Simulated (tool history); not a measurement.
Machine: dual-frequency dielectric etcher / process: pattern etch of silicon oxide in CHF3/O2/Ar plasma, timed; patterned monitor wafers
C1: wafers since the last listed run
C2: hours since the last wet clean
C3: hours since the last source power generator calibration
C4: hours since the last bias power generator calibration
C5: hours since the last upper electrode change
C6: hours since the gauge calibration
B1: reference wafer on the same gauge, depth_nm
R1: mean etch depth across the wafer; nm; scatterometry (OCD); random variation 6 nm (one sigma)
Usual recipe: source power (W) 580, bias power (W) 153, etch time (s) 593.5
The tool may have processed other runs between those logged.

Run 1, hour 0.0: usual settings but etch time (s) 670.0; C1 0; C2 316.5; C3 4127.7; C4 3286.1; C5 1925.6; C6 145.6; B1 840.6. Result: R1 1118.0 nm.
Run 2, hour 30.9: usual settings but etch time (s) 670.0; C1 127; C2 347.4; C3 4158.6; C4 3317.0; C5 1956.5; C6 176.5; B1 840.8. Result: R1 1115.6 nm.
Run 3, hour 58.3: usual settings but etch time (s) 670.0; C1 113; C2 374.8; C3 4186.0; C4 3344.4; C5 1983.9; C6 203.9; B1 839.6. Result: R1 1108.6 nm.
Run 4, hour 92.9: usual settings; C1 142; C2 409.4; C3 4220.6; C4 3379.0; C5 2018.5; C6 238.5; B1 839.7. Result: R1 987.2 nm.
Run 5, hour 111.8: usual settings; C1 77; C2 428.3; C3 4239.5; C4 3397.9; C5 2037.4; C6 257.4; B1 838.4. Result: R1 976.3 nm.
Run 6, hour 143.0: usual settings; C1 128; C2 459.5; C3 4270.7; C4 3429.1; C5 2068.6; C6 288.6; B1 838.6. Result: R1 981.9 nm.
Run 7, hour 173.4: usual settings; C1 125; C2 489.9; C3 4301.1; C4 3459.5; C5 2099.0; C6 319.0; B1 837.7. Result: R1 975.8 nm.
At hour 203.7: upper electrode replaced, of another model than before.
Run 8, hour 204.2: usual settings; C1 28; C2 520.7; C3 4331.9; C4 3490.3; C5 0.5; C6 349.8; B1 841.8. Result: R1 975.0 nm.
Run 9, hour 212.3: usual settings; C1 33; C2 528.8; C3 4340.0; C4 3498.4; C5 8.6; C6 357.9; B1 838.8. Result: R1 973.5 nm.
Run 10, hour 232.1: usual settings; C1 81; C2 548.6; C3 4359.8; C4 3518.2; C5 28.4; C6 377.7; B1 841.0. Result: R1 962.0 nm.
Run 11, hour 249.3: usual settings; C1 70; C2 565.8; C3 4377.0; C4 3535.4; C5 45.6; C6 394.9; B1 841.2. Result: R1 957.6 nm.
At hour 273.3: source power generator calibrated.
Run 12, hour 273.8: usual settings but source power (W) 710, bias power (W) 135, etch time (s) 447.0; C1 84; C2 590.3; C3 0.5; C4 3559.9; C5 70.1; C6 419.4; B1 843.3. Result: R1 751.0 nm.
At hour 286.8: bias power generator calibrated.
Run 13, hour 299.9: usual settings but source power (W) 650, bias power (W) 189; C1 91; C2 616.4; C3 26.6; C4 13.1; C5 96.2; C6 445.5; B1 839.7. Result: R1 1056.6 nm.
Run 14, hour 323.9: usual settings; C1 99; C2 640.4; C3 50.6; C4 37.1; C5 120.2; C6 469.5; B1 840.1. Result: R1 964.2 nm.
At hour 330.3: gauge calibrated.
At hour 350.4: wet clean of the chamber.
Run 15, hour 350.9: usual settings; C1 12; C2 0.5; C3 77.6; C4 64.1; C5 147.2; C6 20.6; B1 841.5. Result: R1 993.9 nm.
Run 16, hour 379.6: usual settings; C1 118; C2 29.2; C3 106.3; C4 92.8; C5 175.9; C6 49.3; B1 840.7. Result: R1 999.4 nm.
Run 17, hour 395.8: usual settings; C1 66; C2 45.4; C3 122.5; C4 109.0; C5 192.1; C6 65.5; B1 843.2. Result: R1 994.8 nm.
Run 18, hour 419.0: usual settings but source power (W) 650, bias power (W) 163, etch time (s) 499.5; C1 95; C2 68.6; C3 145.7; C4 132.2; C5 215.3; C6 88.7; B1 841.4. Result: R1 877.4 nm.
Run 19, hour 436.3: usual settings but bias power (W) 181; C1 71; C2 85.9; C3 163.0; C4 149.5; C5 232.6; C6 106.0; B1 839.2. Result: R1 1033.9 nm.
Run 20, hour 460.8: usual settings but bias power (W) 127; C1 101; C2 110.4; C3 187.5; C4 174.0; C5 257.1; C6 130.5; B1 840.1. Result: R1 958.9 nm.
Run 21, hour 479.3: usual settings but source power (W) 700; C1 76; C2 128.9; C3 206.0; C4 192.5; C5 275.6; C6 149.0; B1 839.4. Result: R1 1065.8 nm.
Run 22, hour 499.9: usual settings but source power (W) 680, etch time (s) 687.5; C1 85; C2 149.5; C3 226.6; C4 213.1; C5 296.2; C6 169.6; B1 840.6. Result: R1 1216.9 nm.

For some of the steps in R1 from one run to the next: how much would appear even if the tool had no hidden state, given the settings, what came in and random variation, and how much remains for the hidden state plus any gauge scatter that the measured result and the result without hidden state don't share?
Hidden conditions of the tool in this case: etch rate over this chamber's usual, %; source power that arrives over what is set, %; bias power that arrives over what is set, %; gauge reads high (%).
Run 11 -> 12: source power (W) 580 -> 710, bias power (W) 153 -> 135, etch time (s) 593.5 -> 447.0, source power generator calibrated. R1 -206.6 nm: hidden state +5.5, all else -212.1.
Run 12 -> 13: source power (W) 710 -> 650, bias power (W) 135 -> 189, etch time (s) 447.0 -> 593.5, bias power generator calibrated. R1 +305.6 nm: hidden state -13.1, all else +318.7.
Run 14 -> 15: gauge calibrated, wet clean of the chamber. R1 +29.7 nm: hidden state +34.9, all else -5.2.

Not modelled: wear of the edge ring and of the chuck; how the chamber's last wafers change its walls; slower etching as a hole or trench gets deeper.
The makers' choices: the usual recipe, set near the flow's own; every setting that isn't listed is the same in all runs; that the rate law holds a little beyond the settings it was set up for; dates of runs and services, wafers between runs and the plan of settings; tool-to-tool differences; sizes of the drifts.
